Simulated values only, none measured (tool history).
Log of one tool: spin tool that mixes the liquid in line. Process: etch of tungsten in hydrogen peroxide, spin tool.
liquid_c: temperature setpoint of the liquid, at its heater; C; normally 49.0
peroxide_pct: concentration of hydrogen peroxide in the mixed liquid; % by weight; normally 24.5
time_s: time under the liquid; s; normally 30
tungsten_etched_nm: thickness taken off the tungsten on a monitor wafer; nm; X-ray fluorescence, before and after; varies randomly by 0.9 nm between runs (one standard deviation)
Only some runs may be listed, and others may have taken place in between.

run,day,liquid_c,peroxide_pct,time_s,"read-back film thickness of the tungsten reference wafer, read on the same gauge (nm)",tungsten_etched_nm
1,0.000,45.0,24.5,30,120.01,61.43
2,3.817,45.0,24.5,30,120.00,61.02
3,8.050,42.5,24.5,30,120.03,51.48
# day 8.271: new drum of peroxide connected
4,10.104,42.5,24.5,30,119.99,51.52
5,13.808,49.0,24.5,30,119.99,77.67
6,16.862,49.0,24.5,30,120.01,76.12
# day 17.896: gauge calibrated
7,19.875,49.0,24.5,30,120.01,77.14
# day 20.062: peroxide flow meter replaced
8,21.712,51.0,24.5,30,120.01,87.06
# day 23.933: new drum of peroxide connected
9,24.962,51.0,24.5,30,120.01,86.58
# day 27.225: thermometer replaced
10,27.996,44.0,24.5,30,120.01,55.88
11,29.933,42.0,24.5,40,120.00,64.15
12,31.754,55.0,18.5,30,120.01,95.41
13,35.892,55.0,28.0,30,120.01,114.34
14,38.550,39.0,24.5,20,120.01,26.28
# day 38.729: heated supply line repaired
# day 39.892: new drum of peroxide connected
15,40.088,49.0,24.5,30,120.00,88.90
16,43.046,49.0,24.5,30,120.01,87.71
17,47.125,42.0,24.5,15,120.01,28.01
# day 48.950: gauge calibrated
18,49.246,58.5,30.0,45,119.99,252.34
19,52.033,49.0,24.5,20,119.99,57.09

Same runs, no hidden state in the tool, same run-to-run variation:
The tool's hidden condition here consists of: liquid hotter than its thermometer reads (K); peroxide flow below the setpoint (%); temperature lost on the way to the wafer (K); peroxide weaker than its label (%); gauge reads high (%).
run,tungsten_etched_nm
1,71.28
2,71.12
3,60.42
4,60.62
5,91.14
6,89.61
7,91.15
8,102.85
9,102.59
10,66.98
11,77.22
12,113.41
13,136.48
14,32.07
15,92.53
16,91.57
17,29.45
18,264.52
19,60.20
